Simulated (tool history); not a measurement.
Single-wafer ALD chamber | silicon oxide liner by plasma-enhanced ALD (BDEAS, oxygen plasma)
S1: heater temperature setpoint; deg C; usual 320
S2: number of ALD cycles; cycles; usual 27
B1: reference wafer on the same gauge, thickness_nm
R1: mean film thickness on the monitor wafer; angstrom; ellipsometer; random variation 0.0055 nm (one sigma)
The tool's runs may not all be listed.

run 1 hour=0 | S1=320 S2=27 | B1=2.048 | R1=22.01
run 2 hour=49.4 | S1=320 S2=27 | B1=2.043 | R1=22.09
run 3 hour=102.1 | S1=320 S2=27 | B1=2.043 | R1=21.99
run 4 hour=190.3 | S1=320 S2=27 | B1=2.037 | R1=21.9
run 5 hour=294 | S1=320 S2=27 | B1=2.033 | R1=21.86
run 6 hour=368.4 | S1=320 S2=27 | B1=2.026 | R1=21.79
run 7 hour=433.4 | S1=320 S2=27 | B1=2.02 | R1=21.75
-- hour=491.2 thermocouple changed; heater temperature recalibrated
run 8 hour=505.4 | S1=330 S2=31 | B1=2.015 | R1=24.55
-- hour=555.9 gauge calibrated
run 9 hour=670.8 | S1=320 S2=27 | B1=2.054 | R1=22.11
run 10 hour=731.4 | S1=320 S2=27 | B1=2.054 | R1=21.98
run 11 hour=823.7 | S1=308 S2=32 | B1=2.052 | R1=26.64
run 12 hour=860.6 | S1=311 S2=27 | B1=2.052 | R1=22.49
run 13 hour=924.1 | S1=311 S2=29 | B1=2.05 | R1=24.08
run 14 hour=976.1 | S1=320 S2=27 | B1=2.046 | R1=22.12
run 15 hour=1014.7 | S1=328 S2=28 | B1=2.047 | R1=22.62
run 16 hour=1117.2 | S1=326 S2=22 | B1=2.04 | R1=17.8
run 17 hour=1216.9 | S1=326 S2=25 | B1=2.034 | R1=20.15

The same runs without the tool's hidden state, with the same run-to-run variation:
The hidden state here: wafer temperature above the value expected at the setpoint (K); gauge reads high (%).
run=1 R1=22.06
run=2 R1=22.15
run=3 R1=22.08
run=4 R1=22.05
run=5 R1=22.07
run=6 R1=22.06
run=7 R1=22.07
run=8 R1=24.98
run=9 R1=22.06
run=10 R1=21.94
run=11 R1=26.61
run=12 R1=22.48
run=13 R1=24.09
run=14 R1=22.14
run=15 R1=22.67
run=16 R1=17.88
run=17 R1=20.29
